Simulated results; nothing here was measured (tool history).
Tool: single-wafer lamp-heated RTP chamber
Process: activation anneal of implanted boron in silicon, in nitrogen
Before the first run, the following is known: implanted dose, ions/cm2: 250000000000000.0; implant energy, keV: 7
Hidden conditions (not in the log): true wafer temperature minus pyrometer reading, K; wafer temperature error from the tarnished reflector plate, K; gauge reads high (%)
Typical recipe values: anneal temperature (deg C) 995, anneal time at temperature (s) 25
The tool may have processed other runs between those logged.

run,hour,anneal temperature (deg C),anneal time at temperature (s),wafers since the last listed run,wafers since the last pyrometer calibration,wafers since the reflector plate was cleaned,hours since the gauge calibration,"read-back reference wafer on the same gauge, sheet resistance",sheet resistance of the implanted and annealed layer (ohm/square)
1,0.0,995,25,0,2044,2292,233.5,377.01,428.60
2,16.9,995,25,197,2241,2489,250.4,377.10,429.35
3,52.9,995,25,420,2661,2909,286.4,376.94,429.12
4,129.6,995,25,894,3556,3804,363.1,376.93,429.57
# hour 154.5: pyrometer window cleaned and pyrometer calibrated
5,161.5,995,29,278,81,4082,395.0,377.02,429.44
6,196.6,995,25,409,491,4492,430.1,377.03,429.86
7,214.2,995,25,205,696,4697,447.7,376.92,430.35
8,227.3,995,25,152,849,4850,460.8,377.14,430.20
9,242.1,995,25,172,1022,5023,475.6,377.00,429.91
10,254.3,995,25,142,1164,5165,487.8,377.00,429.72
11,283.8,995,25,344,1508,5509,517.3,376.88,428.96
12,309.2,995,25,296,1805,5806,542.7,376.95,429.74
13,328.8,995,25,228,2033,6034,562.3,377.06,429.61
14,347.0,995,25,212,2246,6247,580.5,376.89,428.27
15,442.0,969,11,1108,3354,7355,675.5,377.08,440.76
16,459.4,995,25,203,3557,7558,692.9,376.98,428.45
17,474.2,995,25,172,3730,7731,707.7,376.91,427.11
18,496.4,995,25,259,3989,7990,729.9,377.02,427.78
# hour 513.7: reflector plate cleaned
19,514.2,981,19,114,4103,5,747.7,376.99,432.04
# hour 532.8: pyrometer window cleaned and pyrometer calibrated
20,541.7,995,25,227,104,232,775.2,376.98,431.02
# hour 546.3: gauge calibrated
21,622.9,1018,20,947,1051,1180,76.6,377.04,427.59
22,653.2,1023,33,353,1405,1533,106.9,376.90,423.42
23,671.4,980,18,212,1617,1745,125.1,377.09,436.20
24,687.8,995,31,191,1808,1937,141.5,376.99,428.97
25,707.2,995,25,226,2035,2163,160.9,376.94,430.39
26,725.7,1011,32,215,2251,2379,179.4,376.98,424.18
27,758.3,995,25,380,2631,2759,212.0,377.03,429.12
28,793.1,995,16,406,3037,3165,246.8,377.03,432.04

Branching from run 28: 3 alternative next runs. What would each branch give?
A,793.5,995,25,4,3042,3170,247.2,?,?
B,793.5,1015,25,4,3042,3170,247.2,?,?
C,793.5,1023,25,4,3042,3170,247.2,?,?

run,"read-back reference wafer on the same gauge, sheet resistance",sheet resistance of the implanted and annealed layer (ohm/square)
A,376.95,430.17
B,376.95,426.87
C,376.95,425.70
Without the tool's hidden state the same runs would have given:
run,sheet resistance of the implanted and annealed layer (ohm/square)
A,432.27
B,428.32
C,427.09
